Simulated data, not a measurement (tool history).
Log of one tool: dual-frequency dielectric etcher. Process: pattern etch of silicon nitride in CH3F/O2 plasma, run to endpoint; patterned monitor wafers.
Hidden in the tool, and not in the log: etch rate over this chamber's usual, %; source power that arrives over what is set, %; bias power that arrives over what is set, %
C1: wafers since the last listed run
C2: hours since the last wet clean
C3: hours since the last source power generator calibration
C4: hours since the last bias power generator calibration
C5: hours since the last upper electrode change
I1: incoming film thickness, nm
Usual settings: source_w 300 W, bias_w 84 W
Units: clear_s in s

{"run": 1, "day": 0.0, "source_w": 260, "bias_w": 84, "C1": 0, "C2": 526.3, "C3": 3938.3, "C4": 1136.1, "C5": 3948.4, "I1": 64.3, "clear_s": 77.2}
{"run": 2, "day": 0.404, "source_w": 260, "bias_w": 84, "C1": 74, "C2": 536, "C3": 3948, "C4": 1145.8, "C5": 3958.1, "I1": 64, "clear_s": 76.4}
{"run": 3, "day": 0.892, "source_w": 260, "bias_w": 84, "C1": 89, "C2": 547.7, "C3": 3959.7, "C4": 1157.5, "C5": 3969.8, "I1": 63.5, "clear_s": 76.5}
{"run": 4, "day": 1.571, "source_w": 270, "bias_w": 74, "C1": 124, "C2": 564, "C3": 3976, "C4": 1173.8, "C5": 3986.1, "I1": 63.5, "clear_s": 78.6}
{"run": 5, "day": 2.083, "source_w": 270, "bias_w": 74, "C1": 93, "C2": 576.3, "C3": 3988.3, "C4": 1186.1, "C5": 3998.4, "I1": 64, "clear_s": 79.1}
{"day": 3.25, "done": "upper electrode replaced"}
{"day": 3.35, "done": "wet clean of the chamber"}
{"run": 6, "day": 3.371, "source_w": 270, "bias_w": 74, "C1": 34, "C2": 0.5, "C3": 4019.2, "C4": 1217, "C5": 2.9, "I1": 63.6, "clear_s": 73.6}
{"run": 7, "day": 3.388, "source_w": 300, "bias_w": 72, "C1": 3, "C2": 0.9, "C3": 4019.6, "C4": 1217.4, "C5": 3.3, "I1": 63.5, "clear_s": 71.2}
{"run": 8, "day": 3.604, "source_w": 300, "bias_w": 72, "C1": 39, "C2": 6.1, "C3": 4024.8, "C4": 1222.6, "C5": 8.5, "I1": 63.5, "clear_s": 71.5}
{"run": 9, "day": 4.354, "source_w": 300, "bias_w": 78, "C1": 137, "C2": 24.1, "C3": 4042.8, "C4": 1240.6, "C5": 26.5, "I1": 63.6, "clear_s": 69.9}
{"run": 10, "day": 4.675, "source_w": 220, "bias_w": 70, "C1": 58, "C2": 31.8, "C3": 4050.5, "C4": 1248.3, "C5": 34.2, "I1": 63.5, "clear_s": 81.8}
{"run": 11, "day": 4.942, "source_w": 300, "bias_w": 91, "C1": 48, "C2": 38.2, "C3": 4056.9, "C4": 1254.7, "C5": 40.6, "I1": 63.4, "clear_s": 66.8}
{"run": 12, "day": 5.354, "source_w": 230, "bias_w": 68, "C1": 75, "C2": 48.1, "C3": 4066.8, "C4": 1264.6, "C5": 50.5, "I1": 63.6, "clear_s": 80.6}
{"day": 6.458, "done": "source power generator calibrated"}
{"day": 7.217, "done": "bias power generator calibrated"}
{"run": 13, "day": 7.546, "source_w": 300, "bias_w": 78, "C1": 340, "C2": 100.7, "C3": 26.1, "C4": 7.9, "C5": 103.1, "I1": 63.9, "clear_s": 71.3}
{"run": 14, "day": 8.025, "source_w": 330, "bias_w": 96, "C1": 87, "C2": 112.2, "C3": 37.6, "C4": 19.4, "C5": 114.6, "I1": 63.8, "clear_s": 64.2}
{"run": 15, "day": 8.638, "source_w": 330, "bias_w": 105, "C1": 112, "C2": 126.9, "C3": 52.3, "C4": 34.1, "C5": 129.3, "I1": 63.8, "clear_s": 62.6}
{"run": 16, "day": 9.075, "source_w": 300, "bias_w": 84, "C1": 80, "C2": 137.4, "C3": 62.8, "C4": 44.6, "C5": 139.8, "I1": 63.5, "clear_s": 69.3}
{"run": 17, "day": 9.442, "source_w": 300, "bias_w": 76, "C1": 67, "C2": 146.2, "C3": 71.6, "C4": 53.4, "C5": 148.6, "I1": 63.4, "clear_s": 71.4}

4 ways to go on from here, each from the tool as it stands after run 17. What would each give?
{"run": "A", "day": 9.462, "source_w": 300, "bias_w": 84, "C1": 3, "C2": 146.7, "C3": 72.1, "C4": 53.9, "C5": 149.1, "I1": 62.8, "clear_s": "?"}
{"run": "B", "day": 9.462, "source_w": 300, "bias_w": 66, "C1": 3, "C2": 146.7, "C3": 72.1, "C4": 53.9, "C5": 149.1, "I1": 62.8, "clear_s": "?"}
{"run": "C", "day": 9.462, "source_w": 380, "bias_w": 74, "C1": 3, "C2": 146.7, "C3": 72.1, "C4": 53.9, "C5": 149.1, "I1": 62.8, "clear_s": "?"}
{"run": "D", "day": 9.462, "source_w": 260, "bias_w": 94, "C1": 3, "C2": 146.7, "C3": 72.1, "C4": 53.9, "C5": 149.1, "I1": 62.8, "clear_s": "?"}

run=A clear_s=68.4
run=B clear_s=73.6
run=C clear_s=65
run=D clear_s=69.7
Without the tool's hidden state the same runs would have given:
run=A clear_s=67.6
run=B clear_s=72.7
run=C clear_s=64.2
run=D clear_s=68.9
